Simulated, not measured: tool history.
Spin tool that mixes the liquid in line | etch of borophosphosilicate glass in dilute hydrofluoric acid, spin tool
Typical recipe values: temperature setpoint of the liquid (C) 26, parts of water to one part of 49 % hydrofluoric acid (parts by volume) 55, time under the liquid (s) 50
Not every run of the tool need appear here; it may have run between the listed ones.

run   hour  temperature setpoint of the liquid (C)  parts of water to one part of 49 % hydrofluoric acid (parts by volume)  time under the liquid (s)  read-back film thickness of the borophosphosilicate glass reference wafer, read on the same gauge (nm)  thickness taken off the borophosphosilicate glass on a monitor wafer (angstrom)
  1      0                                      26                                                                      55                         50                                                                                                   40.02                                                                            490.9
  2   13.7                                      26                                                                      55                         50                                                                                                      40                                                                            484.6
  3   50.9                                      26                                                                      55                         65                                                                                                   39.97                                                                            627.8
  4   65.3                                      26                                                                      55                         65                                                                                                   39.99                                                                            627.2
  5   79.1                                      30                                                                      55                         50                                                                                                   39.99                                                                              571
  6   95.7                                      30                                                                      55                         50                                                                                                   40.03                                                                            566.5
  7  104.5                                      30                                                                      55                         50                                                                                                      40                                                                            567.1
     107.9  -- thermometer replaced
  8  119.4                                      26                                                                      55                         50                                                                                                   39.99                                                                            486.2
  9  134.9                                      26                                                                      55                         50                                                                                                   39.96                                                                            480.6
     149.9  -- gauge calibrated
 10  150.3                                      26                                                                      55                         50                                                                                                   39.98                                                                            484.4
 11    161                                      26                                                                      55                         50                                                                                                   40.01                                                                            484.8
 12  171.9                                      26                                                                      55                         70                                                                                                   40.03                                                                            674.2
 13  178.3                                    22.5                                                                      65                         30                                                                                                      40                                                                            207.6
       183  -- hydrofluoric acid flow meter replaced
 14  190.1                                    21.5                                                                      85                         25                                                                                                   40.02                                                                            135.7
 15  203.1                                    21.5                                                                      30                         30                                                                                                   40.02                                                                            491.1
 16    210                                      26                                                                      55                         50                                                                                                      40                                                                            521.6
 17  224.4                                    21.5                                                                      40                         20                                                                                                   40.02                                                                            244.3
 18  234.2                                    28.5                                                                      70                         50                                                                                                   39.96                                                                            442.8
 19  247.6                                      23                                                                      25                         30                                                                                                   39.99                                                                              634
 20  264.8                                    24.5                                                                      55                         40                                                                                                   40.03                                                                            393.2
 21  272.5                                      26                                                                      55                         50                                                                                                   40.01                                                                            521.8
 22    284                                      24                                                                      40                         30                                                                                                   39.98                                                                            403.3
 23  291.3                                      24                                                                      40                         30                                                                                                   39.99                                                                            404.9

The logged runs with the hidden state left out (each run's random variation unchanged):
The tool's hidden condition here consists of: liquid colder than its thermometer reads (K); hydrofluoric acid flow below the setpoint (%); gauge reads high (%).
run  thickness taken off the borophosphosilicate glass on a monitor wafer (angstrom)
  1                                                                            554.2
  2                                                                            547.7
  3                                                                            711.4
  4                                                                            711.5
  5                                                                              649
  6                                                                            644.6
  7                                                                            645.7
  8                                                                            553.6
  9                                                                            547.9
 10                                                                            552.8
 11                                                                            553.8
 12                                                                            770.7
 13                                                                            237.6
 14                                                                            142.8
 15                                                                            515.6
 16                                                                            548.9
 17                                                                              257
 18                                                                            467.2
 19                                                                            667.4
 20                                                                            415.2
 21                                                                            551.3
 22                                                                              426
 23                                                                            427.9
